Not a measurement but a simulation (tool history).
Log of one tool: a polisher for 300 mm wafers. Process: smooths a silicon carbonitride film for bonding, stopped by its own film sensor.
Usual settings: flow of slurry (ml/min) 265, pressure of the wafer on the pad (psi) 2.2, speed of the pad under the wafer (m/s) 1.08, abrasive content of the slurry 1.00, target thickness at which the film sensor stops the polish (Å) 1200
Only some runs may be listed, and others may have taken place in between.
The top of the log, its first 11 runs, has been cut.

| run | day | flow of slurry (ml/min) | pressure of the wafer on the pad (psi) | speed of the pad under the wafer (m/s) | abrasive content of the slurry | target thickness at which the film sensor stops the polish (Å) | incoming thickness of the incoming film, nm | time until the film sensor stopped the polish (s) |
|---|---|---|---|---|---|---|---|---|
| 12 | 42.000 | 265 | 2.2 | 1.24 | 1.00 | 1200 | 142.2 | 62.6 |
|  | 42.312 | slurry nozzle cleaned |
| 13 | 45.583 | 300 | 2.2 | 1.34 | 1.00 | 1200 | 140.6 | 54.0 |
| 14 | 48.550 | 265 | 2.2 | 0.84 | 1.15 | 1200 | 140.6 | 69.9 |
|  | 49.758 | head pressure recalibrated |
| 15 | 50.329 | 265 | 1.7 | 1.08 | 1.00 | 1200 | 137.1 | 61.5 |
| 16 | 51.929 | 265 | 1.8 | 1.22 | 0.90 | 1200 | 140.3 | 70.4 |
| 17 | 55.258 | 265 | 2.2 | 1.08 | 1.00 | 1200 | 140.2 | 61.5 |
| 18 | 57.225 | 265 | 2.2 | 1.08 | 0.80 | 1200 | 138.5 | 69.2 |
|  | 59.592 | slurry blender recalibrated |
| 19 | 61.400 | 265 | 2.2 | 1.08 | 1.00 | 1200 | 137.1 | 52.3 |
|  | 62.292 | worn pad replaced by a new one |
| 20 | 65.317 | 355 | 2.2 | 1.08 | 1.00 | 1200 | 140.4 | 61.4 |
| 21 | 67.062 | 265 | 2.2 | 1.08 | 1.10 | 1130 | 139.8 | 77.2 |
| 22 | 70.017 | 265 | 2.2 | 1.08 | 1.00 | 1200 | 140.0 | 61.7 |
|  | 70.138 | slurry nozzle cleaned |
| 23 | 72.412 | 325 | 2.2 | 0.84 | 0.75 | 1200 | 141.0 | 102.5 |
| 24 | 74.079 | 265 | 2.7 | 1.08 | 0.90 | 1200 | 140.1 | 58.3 |
| 25 | 76.238 | 265 | 2.2 | 0.90 | 1.00 | 1180 | 138.8 | 73.5 |
| 26 | 79.017 | 265 | 2.2 | 1.08 | 1.00 | 1200 | 141.9 | 66.7 |
|  | 80.246 | head pressure recalibrated |
| 27 | 83.192 | 265 | 2.2 | 0.92 | 1.25 | 1140 | 139.5 | 75.9 |
| 28 | 85.617 | 265 | 2.2 | 0.94 | 1.00 | 1200 | 142.2 | 74.1 |
| 29 | 88.242 | 175 | 1.7 | 1.22 | 1.00 | 1270 | 137.3 | 36.6 |
|  | 91.129 | worn pad replaced by a new one |
|  | 92.050 | slurry blender recalibrated |
| 30 | 92.429 | 265 | 2.2 | 1.08 | 1.00 | 1140 | 137.8 | 74.3 |
|  | 96.104 | slurry nozzle cleaned |
| 31 | 96.421 | 360 | 2.2 | 1.08 | 0.85 | 1250 | 142.0 | 59.2 |

Consider 3 possible next runs. They are alternatives, not a sequence: every one starts from the tool as it was left by run 31. What does each give?
| A | 96.438 | 265 | 2.2 | 1.08 | 1.00 | 1200 | 137.2 | ? |
| B | 96.438 | 265 | 2.2 | 1.08 | 1.00 | 1180 | 137.2 | ? |
| C | 96.438 | 265 | 1.5 | 1.34 | 0.70 | 1260 | 137.2 | ? |

| run | time until the film sensor stopped the polish (s) |
|---|---|
| A | 53.4 |
| B | 59.7 |
| C | 57.8 |
Without the tool's hidden state the same runs would have given:
| run | time until the film sensor stopped the polish (s) |
|---|---|
| A | 51.0 |
| B | 57.0 |
| C | 55.2 |

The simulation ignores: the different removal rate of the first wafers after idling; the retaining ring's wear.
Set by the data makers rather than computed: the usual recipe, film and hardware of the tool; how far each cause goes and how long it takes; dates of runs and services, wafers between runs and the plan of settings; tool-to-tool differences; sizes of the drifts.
